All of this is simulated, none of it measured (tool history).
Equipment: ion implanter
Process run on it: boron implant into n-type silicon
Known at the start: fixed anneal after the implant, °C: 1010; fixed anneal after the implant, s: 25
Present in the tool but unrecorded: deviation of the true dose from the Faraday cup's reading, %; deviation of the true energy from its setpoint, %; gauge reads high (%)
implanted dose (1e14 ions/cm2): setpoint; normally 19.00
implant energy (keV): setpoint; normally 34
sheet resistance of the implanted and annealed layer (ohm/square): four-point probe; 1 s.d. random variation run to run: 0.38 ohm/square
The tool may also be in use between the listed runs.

run	hour	implanted dose (1e14 ions/cm2)	implant energy (keV)	wafers since the last listed run	hours since the last dose calibration	hours since the extraction supply was calibrated	hours since the gauge calibration	read-back reference wafer on the same gauge, sheet resistance	sheet resistance of the implanted and annealed layer (ohm/square)
1	0.0	17.49	34	0	1052.0	5823.3	906.7	78.74	79.54
2	52.4	17.49	34	1742	1104.4	5875.7	959.1	78.65	79.91
3	122.1	19.00	34	2318	1174.1	5945.4	1028.8	78.67	75.41
4	186.2	19.00	34	2131	1238.2	6009.5	1092.9	78.62	74.80
5	228.1	19.00	34	1393	1280.1	6051.4	1134.8	78.72	75.00
6	261.3	19.00	34	1104	1313.3	6084.6	1168.0	78.50	75.29
7	331.3	19.00	34	2328	1383.3	6154.6	1238.0	78.67	75.33
8	402.7	19.00	41	2374	1454.7	6226.0	1309.4	78.46	73.69
9	454.7	19.00	41	1729	1506.7	6278.0	1361.4	78.61	73.09
10	521.9	20.74	34	2235	1573.9	6345.2	1428.6	78.69	69.54
# hour 524.5: gauge calibrated
11	570.8	19.00	44	1626	1622.8	6394.1	46.3	78.60	73.86
12	604.5	17.49	34	1120	1656.5	6427.8	80.0	78.60	80.39
13	635.7	19.00	34	1037	1687.7	6459.0	111.2	78.68	76.00
14	667.5	21.97	34	1057	1719.5	6490.8	143.0	78.64	66.77

Run 15 comes next. What will it give?
# hour 693.7: extraction supply calibrated
# hour 698.9: Faraday cup replaced and dose calibrated
15	733.6	19.00	34	1759	34.7	39.9	209.1	?	?

read-back reference wafer on the same gauge, sheet resistance: 78.77
sheet resistance of the implanted and annealed layer (ohm/square): 72.71
Minus the tool's unlogged condition, the same run would have read sheet resistance of the implanted and annealed layer (ohm/square) 72.34.
